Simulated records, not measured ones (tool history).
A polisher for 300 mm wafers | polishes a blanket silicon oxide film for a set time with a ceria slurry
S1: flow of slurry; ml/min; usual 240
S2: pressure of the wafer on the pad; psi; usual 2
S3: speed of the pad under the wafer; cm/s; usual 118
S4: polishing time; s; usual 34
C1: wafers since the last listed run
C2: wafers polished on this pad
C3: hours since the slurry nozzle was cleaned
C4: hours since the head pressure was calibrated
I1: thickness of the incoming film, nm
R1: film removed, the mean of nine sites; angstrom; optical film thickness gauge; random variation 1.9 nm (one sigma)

run	day	S1	S2	S3	S4	C1	C2	C3	C4	I1	R1
1	0	240	2	118	34	0	600	180.2	487.8	950.1	1319
2	0.771	240	2	118	34	149	749	198.7	506.3	952.9	1311
3	1.858	240	2	118	34	210	960	224.8	532.4	954.2	1312
4	2.667	240	2	118	34	156	1116	244.2	551.8	943.1	1335
# day 3.342: slurry nozzle cleaned
5	3.983	240	2	118	34	247	1364	15.4	583.4	945.8	1333
# day 4.492: worn pad replaced by a new one
6	4.575	240	2	118	34	82	15	29.6	597.6	965.2	1320
7	5.817	240	1.5	118	34	240	256	59.4	627.4	946.9	1068
8	6.467	240	1.5	118	34	126	382	75	643	945.9	1067
9	7.304	240	2	118	34	162	544	95.1	663.1	956.2	1291
10	8.342	240	2	118	34	201	746	120	688	949.6	1301
11	8.85	240	2	118	34	98	844	132.2	700.2	958	1293
12	9.842	285	2	118	34	192	1036	156	724	947.1	1323
13	10.746	285	2	118	34	175	1212	177.7	745.7	954.9	1350
14	12.1	285	2	118	34	262	1474	210.2	778.2	945.1	1313
# day 13.212: worn pad replaced by a new one
15	13.233	240	2	118	34	187	4	237.4	805.4	946.2	1316
16	13.875	240	2	118	34	124	128	252.8	820.8	953.4	1316
17	15.125	195	2	118	34	242	370	282.8	850.8	959.1	1310
# day 15.296: slurry nozzle cleaned
18	16.588	240	2	118	34	275	646	31	885.9	942.7	1286
19	17.371	240	1.6	118	34	151	798	49.8	904.7	947.3	1116
20	17.979	205	2	118	34	117	915	64.4	919.3	957	1323
21	19.092	240	2	118	34	215	1131	91.1	946	962.7	1338
22	20.012	240	2	144	44	178	1310	113.2	968.1	950.8	2086
23	20.775	165	2	118	30	147	1457	131.5	986.4	949.9	1073
# day 21.621: worn pad replaced by a new one
24	21.871	240	2	118	34	180	48	157.8	1012.7	960.6	1302
25	22.696	290	2.7	118	24	159	208	177.6	1032.5	954.6	1197
# day 23.146: head pressure recalibrated
26	23.617	240	2.5	118	34	162	370	199.7	11.3	935.5	1543
27	24.888	240	2	118	34	246	616	230.2	41.8	934.9	1352
28	26.154	240	2.5	80	42	245	862	260.6	72.2	946.9	1348
# day 26.538: slurry nozzle cleaned
29	28.188	240	2	118	34	386	1248	39.6	121	935.2	1332
30	29.512	190	2	118	23	256	1505	71.4	152.8	953.7	853
# day 30.521: worn pad replaced by a new one
31	30.742	240	2.6	160	26	205	43	100.9	182.3	933.6	1724
32	31.621	240	2	118	34	170	213	122	203.4	953.2	1291
33	32.504	240	2	132	34	171	384	143.2	224.6	962.5	1423
34	33.442	165	2.3	138	43	181	566	165.7	247.1	947.3	2038
35	34.529	240	2.5	118	23	210	777	191.8	273.2	942.9	1045
36	35.675	240	2	130	34	222	999	219.3	300.7	956.4	1456
# day 36.975: slurry nozzle cleaned
37	37.133	215	2	84	38	274	1274	3.8	335.7	930	1061
38	37.725	310	2	96	34	114	1388	18	349.9	940.4	1084

3 ways to go on from here, each from the tool as it stands after run 38. What would each give?
A	37.742	240	2	118	34	3	1391	18.4	350.3	959.9	?
B	37.742	190	2	118	34	3	1391	18.4	350.3	959.9	?
C	37.742	240	2	142	34	3	1391	18.4	350.3	959.9	?

run	R1
A	1300
B	1261
C	1564
Without the tool's hidden state the same runs would have given:
run	R1
A	1300
B	1261
C	1564
